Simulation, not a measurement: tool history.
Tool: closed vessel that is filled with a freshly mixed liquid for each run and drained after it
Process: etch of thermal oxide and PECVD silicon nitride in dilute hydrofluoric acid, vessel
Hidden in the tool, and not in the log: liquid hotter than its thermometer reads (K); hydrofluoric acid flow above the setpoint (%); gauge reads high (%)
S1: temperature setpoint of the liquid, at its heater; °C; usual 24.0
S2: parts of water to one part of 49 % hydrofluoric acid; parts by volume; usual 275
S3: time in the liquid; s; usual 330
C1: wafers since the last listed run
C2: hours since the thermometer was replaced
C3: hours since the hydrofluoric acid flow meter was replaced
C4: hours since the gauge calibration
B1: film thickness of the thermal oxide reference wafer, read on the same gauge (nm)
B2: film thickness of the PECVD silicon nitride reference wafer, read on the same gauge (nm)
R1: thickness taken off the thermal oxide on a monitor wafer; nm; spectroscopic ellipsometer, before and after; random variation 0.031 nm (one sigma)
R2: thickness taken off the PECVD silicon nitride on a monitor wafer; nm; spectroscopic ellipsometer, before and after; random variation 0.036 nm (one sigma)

run    hour    S1   S2   S3     C1      C2      C3      C4      B1      B2     R1     R2
  1     0.0  24.0  275  400      0   865.0  1097.1   793.6  89.960  80.004  6.281  3.456
  2    94.7  24.0  275  400   5582   959.7  1191.8   888.3  89.998  79.992  6.374  3.396
      114.3  -- thermometer replaced
  3   175.5  24.0  275  215   4704    61.2  1272.6   969.1  90.027  80.017  3.575  2.034
  4   262.9  24.0  275  330   5152   148.6  1360.0  1056.5  90.008  80.032  5.540  3.106
  5   326.6  24.0  275  330   3755   212.3  1423.7  1120.2  89.992  79.985  5.585  3.147
  6   425.7  24.0  275  330   5842   311.4  1522.8  1219.3  89.960  79.982  5.591  3.169
      487.8  -- thermometer replaced, repeated, since the last time left the tool worse
      505.2  -- gauge calibrated
  7   530.7  24.0  275  330   6130    42.9  1627.8    25.5  90.017  79.996  5.010  2.676
  8   569.6  24.0  275  330   2293    81.8  1666.7    64.4  89.999  79.987  4.987  2.762
  9   607.3  24.0  275  330   2222   119.5  1704.4   102.1  89.937  80.017  5.061  2.588
 10   701.6  26.5  170  330   5559   213.8  1798.7   196.4  89.979  80.001  9.971  5.052
 11   784.4  24.0  275  330   4881   296.6  1881.5   279.2  90.011  79.988  5.058  2.728
      858.0  -- hydrofluoric acid flow meter replaced
 12   865.6  24.0  325  215   4727   377.8     7.6   360.4  90.014  80.029  2.692  1.494
 13   909.7  25.5  195  160   2599   421.9    51.7   404.5  90.001  80.009  4.011  2.072
 14   950.3  19.5  400  330   2393   462.5    92.3   445.1  90.012  80.000  2.663  1.452
 15  1002.0  26.0  275  280   3047   514.2   144.0   496.8  89.989  80.011  4.662  2.673
 16  1066.9  22.0  275  460   3825   579.1   208.9   561.7  90.001  80.000  6.677  3.381
 17  1107.6  19.5  275  330   2399   619.8   249.6   602.4  90.046  80.029  4.375  2.122
 18  1312.9  22.0  275  460  12102   825.1   454.9   807.7  89.960  79.978  6.699  3.478
 19  1362.4  21.0  410  495   2918   874.6   504.4   857.2  89.960  79.984  4.199  2.433
 20  1448.2  24.0  275  390   5058   960.4   590.2   943.0  89.984  80.018  6.098  3.486
 21  1552.1  29.0  275  330   6125  1064.3   694.1  1046.9  90.012  79.960  6.198  3.938
     1591.9  -- thermometer replaced
     1640.1  -- gauge calibrated
 22  1653.6  25.5  210  330   5924    61.7   795.6    13.5  89.958  80.048  7.364  3.894
 23  1736.3  24.0  275  450   4875   144.4   878.3    96.2  90.011  79.989  6.814  3.545
 24  1787.0  19.0  190  205   2988   195.1   929.0   146.9  89.987  79.999  4.128  1.737

5 ways to go on from here, each from the tool as it stands after run 24. What would each give?
  A  1787.7  24.0  235  330  41  195.8  929.7  147.6   ?   ?   ?   ?
  B  1787.7  19.5  275  485  41  195.8  929.7  147.6   ?   ?   ?   ?
  C  1787.7  24.0  275  165  41  195.8  929.7  147.6   ?   ?   ?   ?
  D  1787.7  20.0  275  330  41  195.8  929.7  147.6   ?   ?   ?   ?
  E  1787.7  24.0  275  145  41  195.8  929.7  147.6   ?   ?   ?   ?

run      B1      B2     R1     R2
  A  90.018  79.984  6.130  3.097
  B  90.018  79.984  6.282  2.936
  C  90.018  79.984  2.514  1.325
  D  90.018  79.984  4.354  2.063
  E  90.018  79.984  2.210  1.164
Without the tool's hidden state the same runs would have given:
run     R1     R2
  A  6.062  3.037
  B  6.210  2.878
  C  2.487  1.300
  D  4.305  2.022
  E  2.186  1.142
